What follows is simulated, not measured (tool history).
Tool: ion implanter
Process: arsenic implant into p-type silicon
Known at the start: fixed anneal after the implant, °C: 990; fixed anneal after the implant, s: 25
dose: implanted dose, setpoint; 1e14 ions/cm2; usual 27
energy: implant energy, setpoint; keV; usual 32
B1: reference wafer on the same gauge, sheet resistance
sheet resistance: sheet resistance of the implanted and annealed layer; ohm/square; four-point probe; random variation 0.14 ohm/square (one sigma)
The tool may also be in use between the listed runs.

run 1 hour=0 | dose=27 energy=34.5 | B1=78.52 | sheet_resistance=90.93
run 2 hour=17.9 | dose=27 energy=32 | B1=78.55 | sheet_resistance=94.2
run 3 hour=31.8 | dose=27 energy=32 | B1=78.59 | sheet_resistance=94.23
run 4 hour=47.3 | dose=27 energy=25 | B1=78.64 | sheet_resistance=105.04
run 5 hour=64.4 | dose=27 energy=35.5 | B1=78.68 | sheet_resistance=89.74
run 6 hour=76.1 | dose=27 energy=35.5 | B1=78.69 | sheet_resistance=89.66
run 7 hour=89.2 | dose=27 energy=35.5 | B1=78.74 | sheet_resistance=89.88
run 8 hour=95.9 | dose=27 energy=32 | B1=78.72 | sheet_resistance=94.48
run 9 hour=113.4 | dose=27 energy=32 | B1=78.79 | sheet_resistance=94.15
run 10 hour=128.4 | dose=27 energy=32 | B1=78.82 | sheet_resistance=94.72
run 11 hour=136.1 | dose=27 energy=32 | B1=78.84 | sheet_resistance=94.45
run 12 hour=143.5 | dose=27 energy=32 | B1=78.88 | sheet_resistance=94.33
run 13 hour=157.6 | dose=27 energy=32 | B1=78.92 | sheet_resistance=94.35
run 14 hour=173.4 | dose=27 energy=32 | B1=78.97 | sheet_resistance=94.66
run 15 hour=189.9 | dose=31.88 energy=36.5 | B1=78.37 | sheet_resistance=86.2
run 16 hour=197.9 | dose=27 energy=32 | B1=78.36 | sheet_resistance=93.73
run 17 hour=211.9 | dose=27 energy=32 | B1=78.4 | sheet_resistance=93.83
run 18 hour=223.2 | dose=23.34 energy=42.5 | B1=78.38 | sheet_resistance=84.41
run 19 hour=229.6 | dose=23.55 energy=41 | B1=78.39 | sheet_resistance=85.48
run 20 hour=252.5 | dose=27 energy=32 | B1=78.43 | sheet_resistance=93.82
run 21 hour=269.6 | dose=27 energy=32 | B1=78.41 | sheet_resistance=93.9
run 22 hour=302.2 | dose=31.93 energy=41.5 | B1=78.44 | sheet_resistance=80.49
run 23 hour=317.7 | dose=34.77 energy=32 | B1=78.45 | sheet_resistance=91.03
run 24 hour=326.6 | dose=18.93 energy=39.5 | B1=78.45 | sheet_resistance=91.95
run 25 hour=334.5 | dose=21.94 energy=32 | B1=78.48 | sheet_resistance=97.11
run 26 hour=351.3 | dose=30.59 energy=37.5 | B1=78.54 | sheet_resistance=85.56
run 27 hour=362 | dose=27 energy=27 | B1=78.5 | sheet_resistance=101.56
run 28 hour=376.5 | dose=23.21 energy=32 | B1=78.55 | sheet_resistance=96.21
run 29 hour=394.4 | dose=21.12 energy=41 | B1=78.58 | sheet_resistance=87.78
run 30 hour=405.7 | dose=31.38 energy=28.5 | B1=78.55 | sheet_resistance=97.2
run 31 hour=419.6 | dose=34.09 energy=43 | B1=78.61 | sheet_resistance=78.47
run 32 hour=432.5 | dose=27 energy=32 | B1=78.65 | sheet_resistance=94.25
run 33 hour=442.9 | dose=27 energy=32 | B1=78.65 | sheet_resistance=94.22
run 34 hour=460.2 | dose=27 energy=32 | B1=78.73 | sheet_resistance=94.3
run 35 hour=499.7 | dose=24.2 energy=35.5 | B1=78.82 | sheet_resistance=91.36
run 36 hour=516 | dose=30.9 energy=40 | B1=78.81 | sheet_resistance=83.06
run 37 hour=523.3 | dose=29.88 energy=27.5 | B1=78.86 | sheet_resistance=100.13

Taken out of this log: 3 entries between the listed runs. Where each belongs, and how the hidden state differs across it:
Between runs 13 and 14: Faraday cup replaced and dose calibrated (hour 166.7); extraction supply calibrated (hour 166.8)
  gauge reads high (%): 0.651 -> 0.71
  measured less the result without the state, sheet resistance: +0.61 -> +0.66 ohm/square
Between runs 14 and 15: gauge calibrated (hour 186.5)
  gauge reads high (%): 0.71 -> -0.0206
  measured less the result without the state, sheet resistance: +0.66 -> -0.02 ohm/square

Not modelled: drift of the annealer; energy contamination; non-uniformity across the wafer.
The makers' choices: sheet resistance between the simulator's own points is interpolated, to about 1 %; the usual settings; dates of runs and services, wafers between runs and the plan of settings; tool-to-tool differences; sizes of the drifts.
